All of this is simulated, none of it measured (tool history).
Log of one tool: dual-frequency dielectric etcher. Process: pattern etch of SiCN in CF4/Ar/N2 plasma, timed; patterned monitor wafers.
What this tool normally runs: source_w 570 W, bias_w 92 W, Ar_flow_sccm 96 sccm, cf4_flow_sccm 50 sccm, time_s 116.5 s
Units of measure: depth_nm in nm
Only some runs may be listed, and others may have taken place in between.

run	hour	source_w	bias_w	Ar_flow_sccm	cf4_flow_sccm	time_s	wafers since the last listed run	hours since the last wet clean	hours since the last source power generator calibration	hours since the last bias power generator calibration	hours since the last Ar flow controller change	hours since the last CF4 flow controller change	hours since the last upper electrode change	hours since the gauge calibration	read-back reference wafer on the same gauge, depth_nm	depth_nm
1	0.0	570	92	112	50	116.5	0	16.4	4186.6	2964.0	2181.2	612.8	1647.7	993.0	130.1	114.5
2	60.8	570	106	80	50	116.5	476	77.2	4247.4	3024.8	2242.0	673.6	1708.5	1053.8	130.0	124.4
3	151.3	570	106	80	50	116.5	708	167.7	4337.9	3115.3	2332.5	764.1	1799.0	1144.3	130.0	123.9
4	228.9	570	92	96	50	116.5	607	245.3	4415.5	3192.9	2410.1	841.7	1876.6	1221.9	129.9	115.2
5	389.0	570	92	96	50	116.5	1253	405.4	4575.6	3353.0	2570.2	1001.8	2036.7	1382.0	130.0	114.3
# hour 406.6: gauge calibrated
6	432.0	570	92	109	50	116.5	336	448.4	4618.6	3396.0	2613.2	1044.8	2079.7	25.4	129.9	113.2
7	537.0	570	92	109	50	116.5	822	553.4	4723.6	3501.0	2718.2	1149.8	2184.7	130.4	129.9	112.7
# hour 580.0: wet clean of the chamber
8	617.2	570	92	96	50	116.5	440	37.2	4803.8	3581.2	2798.4	1230.0	2264.9	210.6	130.0	117.6
9	697.7	570	92	96	50	116.5	630	117.7	4884.3	3661.7	2878.9	1310.5	2345.4	291.1	129.9	117.2
10	737.6	570	92	96	50	116.5	312	157.6	4924.2	3701.6	2918.8	1350.4	2385.3	331.0	129.9	117.2
# hour 751.5: bias power generator calibrated
# hour 755.6: Ar flow controller replaced
11	788.6	620	106	96	50	143.5	336	208.6	4975.2	37.1	33.0	1401.4	2436.3	382.0	130.0	162.4
# hour 802.2: CF4 flow controller replaced
# hour 858.1: upper electrode replaced
12	867.3	620	109	84	38	116.5	381	287.3	5053.9	115.8	111.7	65.1	9.2	460.7	130.0	127.4
13	941.1	570	73	75	50	116.5	577	361.1	5127.7	189.6	185.5	138.9	83.0	534.5	130.0	110.3
# hour 953.6: source power generator calibrated
# hour 1040.5: wet clean of the chamber
14	1041.0	570	92	89	50	116.5	562	0.5	87.4	289.5	285.4	238.8	182.9	634.4	130.0	117.5
15	1111.6	570	78	96	62	116.5	552	71.1	158.0	360.1	356.0	309.4	253.5	705.0	130.0	114.0
16	1212.9	570	92	96	50	116.5	793	172.4	259.3	461.4	457.3	410.7	354.8	806.3	130.0	115.8
17	1257.9	620	92	96	50	116.5	352	217.4	304.3	506.4	502.3	455.7	399.8	851.3	130.0	123.6
18	1337.6	570	92	96	50	116.5	624	297.1	384.0	586.1	582.0	535.4	479.5	931.0	130.0	115.0

3 ways to go on from here, each from the tool as it stands after run 18. What would each give?
A	1338.0	660	92	96	50	116.5	3	297.5	384.4	586.5	582.4	535.8	479.9	931.4	?	?
B	1338.0	640	92	96	62	95.0	3	297.5	384.4	586.5	582.4	535.8	479.9	931.4	?	?
C	1338.0	470	92	96	50	116.5	3	297.5	384.4	586.5	582.4	535.8	479.9	931.4	?	?

run	read-back reference wafer on the same gauge, depth_nm	depth_nm
A	130.1	130.0
B	130.1	106.9
C	130.1	98.8
Without the tool's unlogged condition, the same runs would have read:
run	depth_nm
A	131.2
B	107.9
C	99.7
